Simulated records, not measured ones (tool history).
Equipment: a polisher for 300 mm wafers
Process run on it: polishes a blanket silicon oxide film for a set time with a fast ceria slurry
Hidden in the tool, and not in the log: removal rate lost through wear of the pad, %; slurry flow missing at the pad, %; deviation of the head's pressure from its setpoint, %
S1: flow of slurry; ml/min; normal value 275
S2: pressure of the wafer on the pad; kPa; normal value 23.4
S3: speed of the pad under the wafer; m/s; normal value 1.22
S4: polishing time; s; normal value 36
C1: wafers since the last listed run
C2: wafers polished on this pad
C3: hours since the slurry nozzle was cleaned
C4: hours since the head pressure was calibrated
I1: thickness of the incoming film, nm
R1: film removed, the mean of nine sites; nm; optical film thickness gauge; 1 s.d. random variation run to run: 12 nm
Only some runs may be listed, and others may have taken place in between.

Run 1, hour 0: usual settings but S2 17.2 kPa; C1 0; C2 2611; C3 738.3; C4 683.1; I1 3801.3. Result: R1 554.3 nm.
Run 2, hour 25.9: usual settings but S2 17.2 kPa; C1 312; C2 2923; C3 764.2; C4 709; I1 3756.5. Result: R1 546.4 nm.
At hour 60.7: head pressure recalibrated.
Run 3, hour 66.2: usual settings but S2 17.2 kPa; C1 461; C2 3385; C3 804.5; C4 5.5; I1 3868.8. Result: R1 631.6 nm.
At hour 74.5: worn pad replaced by a new one.
At hour 109.7: slurry nozzle cleaned.
Run 4, hour 122.3: usual settings but S1 220 ml/min, S3 1.52 m/s; C1 616; C2 564; C3 12.6; C4 61.6; I1 3864.1. Result: R1 1015.8 nm.
Run 5, hour 219.9: usual settings; C1 1176; C2 1741; C3 110.2; C4 159.2; I1 3843.1. Result: R1 876.9 nm.
Run 6, hour 273.9: usual settings; C1 651; C2 2392; C3 164.2; C4 213.2; I1 3778.3. Result: R1 876 nm.
Run 7, hour 330.8: usual settings; C1 686; C2 3078; C3 221.1; C4 270.1; I1 3845.3. Result: R1 851 nm.
At hour 383.1: worn pad replaced by a new one.
Run 8, hour 392.2: usual settings but S3 0.9 m/s; C1 692; C2 109; C3 282.5; C4 331.5; I1 3810.5. Result: R1 622.8 nm.
Run 9, hour 451.1: usual settings; C1 710; C2 820; C3 341.4; C4 390.4; I1 3791.6. Result: R1 832.9 nm.
Run 10, hour 491.9: usual settings; C1 491; C2 1312; C3 382.2; C4 431.2; I1 3850.7. Result: R1 855.9 nm.
Run 11, hour 521.1: usual settings; C1 352; C2 1664; C3 411.4; C4 460.4; I1 3867.3. Result: R1 807.4 nm.
Run 12, hour 586.8: usual settings but S3 1.1 m/s; C1 792; C2 2456; C3 477.1; C4 526.1; I1 3795.8. Result: R1 724.5 nm.
At hour 644.4: worn pad replaced by a new one.
Run 13, hour 653.9: usual settings but S3 1.1 m/s; C1 760; C2 113; C3 544.2; C4 593.2; I1 3785.4. Result: R1 724 nm.
At hour 678.1: head pressure recalibrated.
Run 14, hour 714.1: usual settings but S2 20.7 kPa, S4 41 s; C1 701; C2 815; C3 604.4; C4 36; I1 3818.2. Result: R1 982.8 nm.
Run 15, hour 743.7: usual settings but S2 25.5 kPa; C1 356; C2 1172; C3 634; C4 65.6; I1 3833.2. Result: R1 1070.7 nm.
Run 16, hour 809.4: usual settings but S2 27.6 kPa; C1 792; C2 1964; C3 699.7; C4 131.3; I1 3825.6. Result: R1 1142.3 nm.
At hour 926.2: worn pad replaced by a new one.
Run 17, hour 926.7: usual settings but S1 365 ml/min, S2 19.3 kPa, S3 1.52 m/s, S4 40 s; C1 1366; C2 6; C3 817; C4 248.6; I1 3812.9. Result: R1 1118.8 nm.
At hour 929.5: slurry nozzle cleaned.
Run 18, hour 967.6: usual settings but S1 230 ml/min, S2 20.7 kPa, S3 1.42 m/s; C1 481; C2 487; C3 38.1; C4 289.5; I1 3850.6. Result: R1 971.2 nm.
At hour 1008.9: head pressure recalibrated, repeated, since the last time left the tool worse.
Run 19, hour 1031.4: usual settings but S1 235 ml/min, S4 23 s; C1 745; C2 1232; C3 101.9; C4 22.5; I1 3823.4. Result: R1 544.3 nm.
Run 20, hour 1071.3: usual settings but S1 225 ml/min; C1 481; C2 1713; C3 141.8; C4 62.4; I1 3866.5. Result: R1 855.5 nm.
Run 21, hour 1116.8: usual settings but S1 330 ml/min, S2 17.9 kPa; C1 548; C2 2262; C3 187.3; C4 107.9; I1 3768.4. Result: R1 664.4 nm.
Run 22, hour 1180.7: usual settings; C1 770; C2 3032; C3 251.2; C4 171.8; I1 3744.5. Result: R1 831.3 nm.
At hour 1204.5: worn pad replaced by a new one.
Run 23, hour 1235.2: usual settings but S2 21.4 kPa; C1 608; C2 369; C3 305.7; C4 226.3; I1 3857.2. Result: R1 761 nm.
Run 24, hour 1278.6: usual settings; C1 523; C2 893; C3 349.1; C4 269.7; I1 3795.2. Result: R1 861.5 nm.
Run 25, hour 1319.4: usual settings but S3 1.48 m/s; C1 491; C2 1384; C3 389.9; C4 310.5; I1 3849.2. Result: R1 1011.7 nm.

What does the tool deliver on the next run?
Run 26, hour 1354.1: usual settings but S3 1.12 m/s, S4 48 s; C1 418; C2 1803; C3 424.6; C4 345.2; I1 3834.4. Result: R1 ?.

R1: 1048.9 nm
With the hidden condition absent and the run-to-run variation left alone, this run would have shown R1 1087.8 nm.
